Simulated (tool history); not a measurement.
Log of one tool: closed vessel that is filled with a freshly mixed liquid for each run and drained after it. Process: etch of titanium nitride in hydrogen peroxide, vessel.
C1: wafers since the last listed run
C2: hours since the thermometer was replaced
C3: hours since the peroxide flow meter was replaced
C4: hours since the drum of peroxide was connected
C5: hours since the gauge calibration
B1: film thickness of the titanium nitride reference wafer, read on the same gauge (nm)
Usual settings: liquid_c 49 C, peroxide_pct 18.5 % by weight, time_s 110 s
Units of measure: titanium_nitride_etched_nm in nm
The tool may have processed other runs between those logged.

{"run": 1, "hour": 0.0, "liquid_c": 46.5, "peroxide_pct": 14.5, "time_s": 110, "C1": 0, "C2": 896.9, "C3": 627.5, "C4": 1022.7, "C5": 63.4, "B1": 110, "titanium_nitride_etched_nm": 4.24}
{"run": 2, "hour": 28.1, "liquid_c": 46.5, "peroxide_pct": 14.5, "time_s": 110, "C1": 3396, "C2": 925, "C3": 655.6, "C4": 1050.8, "C5": 91.5, "B1": 110, "titanium_nitride_etched_nm": 4.31}
{"run": 3, "hour": 47.4, "liquid_c": 46.5, "peroxide_pct": 14.5, "time_s": 110, "C1": 2332, "C2": 944.3, "C3": 674.9, "C4": 1070.1, "C5": 110.8, "B1": 109.99, "titanium_nitride_etched_nm": 4.23}
{"run": 4, "hour": 68.7, "liquid_c": 55, "peroxide_pct": 16, "time_s": 110, "C1": 2574, "C2": 965.6, "C3": 696.2, "C4": 1091.4, "C5": 132.1, "B1": 110.02, "titanium_nitride_etched_nm": 7.98}
{"run": 5, "hour": 92.4, "liquid_c": 55, "peroxide_pct": 16, "time_s": 110, "C1": 2864, "C2": 989.3, "C3": 719.9, "C4": 1115.1, "C5": 155.8, "B1": 109.99, "titanium_nitride_etched_nm": 7.99}
{"run": 6, "hour": 126.8, "liquid_c": 52.5, "peroxide_pct": 18.5, "time_s": 110, "C1": 4157, "C2": 1023.7, "C3": 754.3, "C4": 1149.5, "C5": 190.2, "B1": 109.97, "titanium_nitride_etched_nm": 7.06}
{"run": 7, "hour": 139.0, "liquid_c": 52.5, "peroxide_pct": 18.5, "time_s": 110, "C1": 1474, "C2": 1035.9, "C3": 766.5, "C4": 1161.7, "C5": 202.4, "B1": 110.06, "titanium_nitride_etched_nm": 6.95}
{"run": 8, "hour": 162.0, "liquid_c": 46.5, "peroxide_pct": 20, "time_s": 110, "C1": 2779, "C2": 1058.9, "C3": 789.5, "C4": 1184.7, "C5": 225.4, "B1": 110, "titanium_nitride_etched_nm": 4.56}
{"run": 9, "hour": 177.0, "liquid_c": 49, "peroxide_pct": 18.5, "time_s": 110, "C1": 1812, "C2": 1073.9, "C3": 804.5, "C4": 1199.7, "C5": 240.4, "B1": 110.03, "titanium_nitride_etched_nm": 5.35}
{"run": 10, "hour": 200.6, "liquid_c": 49, "peroxide_pct": 18.5, "time_s": 65, "C1": 2852, "C2": 1097.5, "C3": 828.1, "C4": 1223.3, "C5": 264, "B1": 109.99, "titanium_nitride_etched_nm": 3.19}
{"run": 11, "hour": 234.7, "liquid_c": 49, "peroxide_pct": 18.5, "time_s": 65, "C1": 4121, "C2": 1131.6, "C3": 862.2, "C4": 1257.4, "C5": 298.1, "B1": 110.02, "titanium_nitride_etched_nm": 3.18}
{"run": 12, "hour": 264.7, "liquid_c": 49, "peroxide_pct": 18.5, "time_s": 110, "C1": 3625, "C2": 1161.6, "C3": 892.2, "C4": 1287.4, "C5": 328.1, "B1": 110.07, "titanium_nitride_etched_nm": 5.39}
{"run": 13, "hour": 280.3, "liquid_c": 44.5, "peroxide_pct": 18.5, "time_s": 110, "C1": 1885, "C2": 1177.2, "C3": 907.8, "C4": 1303, "C5": 343.7, "B1": 110.03, "titanium_nitride_etched_nm": 3.88}
{"run": 14, "hour": 314.3, "liquid_c": 41.5, "peroxide_pct": 13, "time_s": 70, "C1": 4109, "C2": 1211.2, "C3": 941.8, "C4": 1337, "C5": 377.7, "B1": 110.03, "titanium_nitride_etched_nm": 1.83}
{"hour": 326.2, "done": "peroxide flow meter replaced"}
{"run": 15, "hour": 332.3, "liquid_c": 54.5, "peroxide_pct": 23, "time_s": 170, "C1": 2054, "C2": 1229.2, "C3": 6.1, "C4": 1355, "C5": 395.7, "B1": 110.02, "titanium_nitride_etched_nm": 13.12}
{"hour": 358.7, "done": "gauge calibrated"}
{"run": 16, "hour": 366.5, "liquid_c": 49, "peroxide_pct": 18.5, "time_s": 170, "C1": 4133, "C2": 1263.4, "C3": 40.3, "C4": 1389.2, "C5": 7.8, "B1": 109.99, "titanium_nitride_etched_nm": 8.34}
{"run": 17, "hour": 386.6, "liquid_c": 49, "peroxide_pct": 14, "time_s": 80, "C1": 2429, "C2": 1283.5, "C3": 60.4, "C4": 1409.3, "C5": 27.9, "B1": 109.98, "titanium_nitride_etched_nm": 3.71}
{"run": 18, "hour": 401.9, "liquid_c": 44, "peroxide_pct": 18.5, "time_s": 110, "C1": 1849, "C2": 1298.8, "C3": 75.7, "C4": 1424.6, "C5": 43.2, "B1": 109.99, "titanium_nitride_etched_nm": 3.69}
{"run": 19, "hour": 422.9, "liquid_c": 41.5, "peroxide_pct": 16, "time_s": 110, "C1": 2538, "C2": 1319.8, "C3": 96.7, "C4": 1445.6, "C5": 64.2, "B1": 110.02, "titanium_nitride_etched_nm": 2.94}
{"run": 20, "hour": 457.2, "liquid_c": 49, "peroxide_pct": 18.5, "time_s": 110, "C1": 4145, "C2": 1354.1, "C3": 131, "C4": 1479.9, "C5": 98.5, "B1": 109.97, "titanium_nitride_etched_nm": 5.36}
{"hour": 469.4, "done": "new drum of peroxide connected"}
{"hour": 473.3, "done": "thermometer replaced"}
{"run": 21, "hour": 473.9, "liquid_c": 49, "peroxide_pct": 18.5, "time_s": 110, "C1": 1776, "C2": 0.6, "C3": 147.7, "C4": 4.5, "C5": 115.2, "B1": 109.98, "titanium_nitride_etched_nm": 5.36}
{"run": 22, "hour": 499.4, "liquid_c": 43.5, "peroxide_pct": 23, "time_s": 55, "C1": 3081, "C2": 26.1, "C3": 173.2, "C4": 30, "C5": 140.7, "B1": 110, "titanium_nitride_etched_nm": 1.85}
{"run": 23, "hour": 512.6, "liquid_c": 40.5, "peroxide_pct": 15.5, "time_s": 110, "C1": 1595, "C2": 39.3, "C3": 186.4, "C4": 43.2, "C5": 153.9, "B1": 109.94, "titanium_nitride_etched_nm": 2.77}
{"run": 24, "hour": 536.5, "liquid_c": 49, "peroxide_pct": 18.5, "time_s": 110, "C1": 2888, "C2": 63.2, "C3": 210.3, "C4": 67.1, "C5": 177.8, "B1": 110.01, "titanium_nitride_etched_nm": 5.43}
{"run": 25, "hour": 561.0, "liquid_c": 49, "peroxide_pct": 15.5, "time_s": 110, "C1": 2961, "C2": 87.7, "C3": 234.8, "C4": 91.6, "C5": 202.3, "B1": 110.04, "titanium_nitride_etched_nm": 5.22}
{"run": 26, "hour": 595.1, "liquid_c": 42.5, "peroxide_pct": 18.5, "time_s": 110, "C1": 4121, "C2": 121.8, "C3": 268.9, "C4": 125.7, "C5": 236.4, "B1": 110, "titanium_nitride_etched_nm": 3.37}

Describe how what the log doesn't record of the tool's condition differs between the last listed run preceding each entry between runs and the first listed run following it.
From run 14 to run 15: peroxide flow meter replaced (hour 326.2)
  both runs share identical hidden conditions
From run 15 to run 16: gauge calibrated (hour 358.7)
  both runs share identical hidden conditions
From run 20 to run 21: new drum of peroxide connected (hour 469.4); thermometer replaced (hour 473.3)
  both runs share identical hidden conditions

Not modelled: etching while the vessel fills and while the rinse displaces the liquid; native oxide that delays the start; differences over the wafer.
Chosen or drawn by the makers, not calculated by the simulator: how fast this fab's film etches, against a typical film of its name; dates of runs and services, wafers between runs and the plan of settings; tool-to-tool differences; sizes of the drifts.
